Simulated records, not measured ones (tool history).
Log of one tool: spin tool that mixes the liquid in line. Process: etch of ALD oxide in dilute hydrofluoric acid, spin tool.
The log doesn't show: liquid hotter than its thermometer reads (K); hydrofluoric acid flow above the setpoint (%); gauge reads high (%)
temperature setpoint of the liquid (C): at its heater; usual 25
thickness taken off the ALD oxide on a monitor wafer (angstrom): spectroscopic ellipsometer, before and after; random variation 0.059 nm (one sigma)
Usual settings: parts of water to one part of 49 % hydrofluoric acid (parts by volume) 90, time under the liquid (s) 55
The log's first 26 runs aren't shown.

| run | hour | temperature setpoint of the liquid (C) | parts of water to one part of 49 % hydrofluoric acid (parts by volume) | time under the liquid (s) | wafers since the last listed run | hours since the thermometer was replaced | hours since the hydrofluoric acid flow meter was replaced | hours since the gauge calibration | read-back film thickness of the ALD oxide reference wafer, read on the same gauge (nm) | thickness taken off the ALD oxide on a monitor wafer (angstrom) |
|---|---|---|---|---|---|---|---|---|---|---|
| 27 | 736.7 | 25 | 130 | 55 | 327 | 35.9 | 500 | 512.3 | 109.98 | 46.9 |
| 28 | 764.5 | 25 | 65 | 90 | 332 | 63.7 | 527.8 | 540.1 | 110 | 162.9 |
| 29 | 790.8 | 25 | 90 | 90 | 314 | 90 | 554.1 | 566.4 | 110 | 117.4 |
| 30 | 813.1 | 28 | 80 | 30 | 266 | 112.3 | 576.4 | 588.7 | 110 | 49.9 |
| 31 | 837.7 | 22.5 | 55 | 85 | 294 | 136.9 | 601 | 613.3 | 109.99 | 171.1 |
| 32 | 857.4 | 21.5 | 65 | 70 | 235 | 156.6 | 620.7 | 633 | 110.01 | 111.7 |
| 33 | 887.2 | 25 | 90 | 55 | 356 | 186.4 | 650.5 | 662.8 | 109.98 | 71.8 |
| 34 | 921.7 | 25 | 105 | 55 | 412 | 220.9 | 685 | 697.3 | 109.99 | 60.9 |
| 35 | 937.7 | 22 | 50 | 65 | 191 | 236.9 | 701 | 713.3 | 110.01 | 143.5 |
| 36 | 965.7 | 27.5 | 115 | 55 | 334 | 264.9 | 729 | 741.3 | 109.98 | 62 |

3 ways to go on from here, each from the tool as it stands after run 36. What would each give?
| A | 966.1 | 25 | 90 | 55 | 4 | 265.3 | 729.4 | 741.7 | ? | ? |
| B | 966.1 | 29 | 115 | 55 | 4 | 265.3 | 729.4 | 741.7 | ? | ? |
| C | 966.1 | 29.5 | 60 | 65 | 4 | 265.3 | 729.4 | 741.7 | ? | ? |

| run | read-back film thickness of the ALD oxide reference wafer, read on the same gauge (nm) | thickness taken off the ALD oxide on a monitor wafer (angstrom) |
|---|---|---|
| A | 110.03 | 74.7 |
| B | 110.03 | 66.1 |
| C | 110.03 | 164.3 |
Without the tool's hidden state the same runs would have given:
| run | thickness taken off the ALD oxide on a monitor wafer (angstrom) |
|---|---|
| A | 64.6 |
| B | 57.1 |
| C | 142.4 |
